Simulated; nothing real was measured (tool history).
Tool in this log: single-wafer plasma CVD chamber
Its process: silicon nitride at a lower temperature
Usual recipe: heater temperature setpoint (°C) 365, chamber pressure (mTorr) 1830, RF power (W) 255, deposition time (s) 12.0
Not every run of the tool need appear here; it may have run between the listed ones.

run   hour  heater temperature setpoint (°C)  chamber pressure (mTorr)  RF power (W)  deposition time (s)  wafers since the last listed run  hours since the last thermocouple change  hours since the last RF generator calibration  hours since the last manometer calibration  hours since the showerhead was replaced  hours since the gauge calibration  read-back reference wafer on the same gauge, thickness_nm  mean film thickness on the monitor wafer (angstrom)
  1    0.0                               365                      1830           255                 12.0                                 0                                    2364.1                                          677.8                                      2147.3                                   2210.3                              906.5                                                     11.991                                               130.52
  2  105.6                               365                      1830           255                 12.0                              3907                                    2469.7                                          783.4                                      2252.9                                   2315.9                             1012.1                                                     12.002                                               129.76
  3  130.2                               365                      1830           255                 12.0                               910                                    2494.3                                          808.0                                      2277.5                                   2340.5                             1036.7                                                     11.998                                               129.74
  4  156.9                               365                      1830           255                 12.0                               987                                    2521.0                                          834.7                                      2304.2                                   2367.2                             1063.4                                                     12.010                                               129.71
  5  184.4                               365                      1830           255                 12.0                              1017                                    2548.5                                          862.2                                      2331.7                                   2394.7                             1090.9                                                     11.994                                               129.43
  6  220.2                               376                      1830           255                 12.0                              1324                                    2584.3                                          898.0                                      2367.5                                   2430.5                             1126.7                                                     11.999                                               129.17
     223.4  -- gauge calibrated
     234.7  -- showerhead replaced
  7  244.7                               365                      1830           255                 12.0                               610                                    2608.8                                          922.5                                      2392.0                                     10.0                               21.3                                                     11.991                                               129.71
  8  275.9                               365                      1830           255                 12.0                              1154                                    2640.0                                          953.7                                      2423.2                                     41.2                               52.5                                                     12.005                                               129.18
  9  288.4                               365                      1830           255                 12.0                               462                                    2652.5                                          966.2                                      2435.7                                     53.7                               65.0                                                     12.003                                               129.10
 10  301.3                               365                      1830           255                 12.0                               477                                    2665.4                                          979.1                                      2448.6                                     66.6                               77.9                                                     12.002                                               129.72
 11  313.5                               365                      1830           255                 12.0                               451                                    2677.6                                          991.3                                      2460.8                                     78.8                               90.1                                                     12.000                                               129.79
 12  346.1                               365                      2190           255                 10.9                              1206                                    2710.2                                         1023.9                                      2493.4                                    111.4                              122.7                                                     12.006                                               124.19
     386.3  -- thermocouple changed; heater temperature recalibrated
 13  386.8                               365                      1830           255                 12.0                              1209                                       0.5                                         1064.6                                      2534.1                                    152.1                              163.4                                                     12.000                                               129.18
 14  391.8                               352                      1830           205                 12.0                               185                                       5.5                                         1069.6                                      2539.1                                    157.1                              168.4                                                     12.001                                               102.78
 15  416.8                               365                      1830           255                 12.0                               925                                      30.5                                         1094.6                                      2564.1                                    182.1                              193.4                                                     11.997                                               129.55
 16  435.7                               365                      1830           255                 12.0                               699                                      49.4                                         1113.5                                      2583.0                                    201.0                              212.3                                                     11.997                                               129.03
 17  461.4                               365                      1830           255                 12.0                               950                                      75.1                                         1139.2                                      2608.7                                    226.7                              238.0                                                     12.003                                               128.98
 18  497.4                               374                      1830           255                 11.0                              1332                                     111.1                                         1175.2                                      2644.7                                    262.7                              274.0                                                     11.998                                               117.97
     507.8  -- RF generator calibrated
 19  521.1                               379                      2240           215                 11.1                               580                                     134.8                                           13.3                                      2668.4                                    286.4                              297.7                                                     11.995                                               109.81
 20  551.4                               378                      2130           290                 10.6                              1121                                     165.1                                           43.6                                      2698.7                                    316.7                              328.0                                                     11.993                                               139.16
 21  585.0                               358                      1660           215                 10.9                              1243                                     198.7                                           77.2                                      2732.3                                    350.3                              361.6                                                     11.998                                                98.12
     597.1  -- capacitance manometer re-zeroed and calibrated
 22  598.5                               365                      1830           255                 12.0                               203                                     212.2                                           90.7                                         1.4                                    363.8                              375.1                                                     12.002                                               135.25
 23  631.5                               365                      1830           255                 12.0                              1221                                     245.2                                          123.7                                        34.4                                    396.8                              408.1                                                     11.995                                               135.31
 24  665.1                               351                      1950           255                 13.4                              1243                                     278.8                                          157.3                                        68.0                                    430.4                              441.7                                                     12.009                                               154.59
 25  696.2                               365                      1830           255                 12.0                              1150                                     309.9                                          188.4                                        99.1                                    461.5                              472.8                                                     11.993                                               134.71
 26  729.4                               373                      2050           255                 12.0                              1228                                     343.1                                          221.6                                       132.3                                    494.7                              506.0                                                     11.996                                               138.90
 27  809.8                               365                      1830           225                 12.0                              2974                                     423.5                                          302.0                                       212.7                                    575.1                              586.4                                                     12.006                                               118.04
 28  845.5                               355                      1830           305                 12.0                              1320                                     459.2                                          337.7                                       248.4                                    610.8                              622.1                                                     11.998                                               158.07
 29  859.1                               351                      2000           230                 10.9                               503                                     472.8                                          351.3                                       262.0                                    624.4                              635.7                                                     11.992                                               112.69

Forecast each of these 3 alternatives for the next run:
  A  859.5                               365                      2180           255                 12.0                                14                                     473.2                                          351.7                                       262.4                                    624.8                              636.1                                                          ?                                                    ?
  B  859.5                               374                      1440           255                 13.1                                14                                     473.2                                          351.7                                       262.4                                    624.8                              636.1                                                          ?                                                    ?
  C  859.5                               379                      1600           235                 12.9                                14                                     473.2                                          351.7                                       262.4                                    624.8                              636.1                                                          ?                                                    ?

run  read-back reference wafer on the same gauge, thickness_nm  mean film thickness on the monitor wafer (angstrom)
  A                                                     12.002                                               141.40
  B                                                     12.002                                               133.97
  C                                                     12.002                                               126.04
The same runs, with their run-to-run variation unchanged, on a tool lacking any hidden condition would have given:
run  mean film thickness on the monitor wafer (angstrom)
  A                                               144.75
  B                                               137.18
  C                                               129.17
